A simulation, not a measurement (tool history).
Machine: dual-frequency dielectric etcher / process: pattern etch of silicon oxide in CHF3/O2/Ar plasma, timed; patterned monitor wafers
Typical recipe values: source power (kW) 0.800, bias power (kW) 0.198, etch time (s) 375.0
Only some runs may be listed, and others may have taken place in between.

run,hour,source power (kW),bias power (kW),etch time (s),"read-back reference wafer on the same gauge, depth_nm",mean etch depth across the wafer (nm)
1,0.0,0.800,0.198,375.0,1019.8,1131.0
2,28.8,0.800,0.198,375.0,1019.6,1136.5
3,57.4,0.800,0.198,375.0,1021.7,1130.6
# hour 85.3: wet clean of the chamber
4,89.0,0.800,0.198,375.0,1023.4,1127.5
5,111.5,0.800,0.198,375.0,1022.0,1142.0
6,142.0,0.800,0.198,375.0,1025.4,1135.3
7,158.6,0.800,0.156,375.0,1025.1,1025.6
8,183.6,0.800,0.198,375.0,1025.4,1137.9
9,199.4,0.800,0.198,472.5,1026.5,1438.5
# hour 204.3: gauge calibrated
# hour 235.6: source power generator calibrated
# hour 238.6: bias power generator calibrated
# hour 239.2: upper electrode replaced
10,259.4,0.650,0.198,313.0,973.1,849.6
11,323.9,0.920,0.198,333.0,977.0,1000.7
12,336.0,0.800,0.198,375.0,976.5,1084.7
13,416.8,0.800,0.198,375.0,978.5,1084.9
14,449.2,0.800,0.198,375.0,981.9,1089.6
15,480.8,0.960,0.248,375.0,983.3,1253.1
16,499.6,0.800,0.198,375.0,983.0,1096.7
17,511.7,0.750,0.198,375.0,983.5,1062.3
18,534.9,0.860,0.244,346.0,984.8,1118.4
19,569.9,0.800,0.198,375.0,985.8,1085.4
20,587.8,0.990,0.220,331.5,985.5,1073.7
21,616.6,0.990,0.198,479.5,987.0,1513.7
22,629.6,0.800,0.198,274.5,987.8,801.7
23,648.1,0.950,0.222,375.0,987.4,1205.4
# hour 691.3: wet clean of the chamber
24,691.8,0.800,0.238,289.5,988.4,915.4
25,703.8,0.610,0.245,453.0,990.4,1336.0
26,736.2,0.800,0.198,375.0,992.5,1098.3
27,770.5,0.800,0.198,375.0,993.2,1089.2
28,801.8,0.670,0.216,336.5,995.5,974.3
29,816.3,0.690,0.215,375.0,994.0,1097.0
30,849.2,0.800,0.176,375.0,996.8,1048.2

Below are 4 alternative next runs, each starting from the tool's condition after run 30. Predict each:
A,849.7,0.800,0.170,375.0,?,?
B,849.7,0.860,0.185,465.0,?,?
C,849.7,0.800,0.178,375.0,?,?
D,849.7,0.950,0.198,375.0,?,?

run,"read-back reference wafer on the same gauge, depth_nm",mean etch depth across the wafer (nm)
A,995.2,1033.9
B,995.2,1355.7
C,995.2,1052.8
D,995.2,1158.9
Had the tool no hidden state, the same runs would have come out as:
run,mean etch depth across the wafer (nm)
A,1006.4
B,1319.6
C,1024.7
D,1128.0
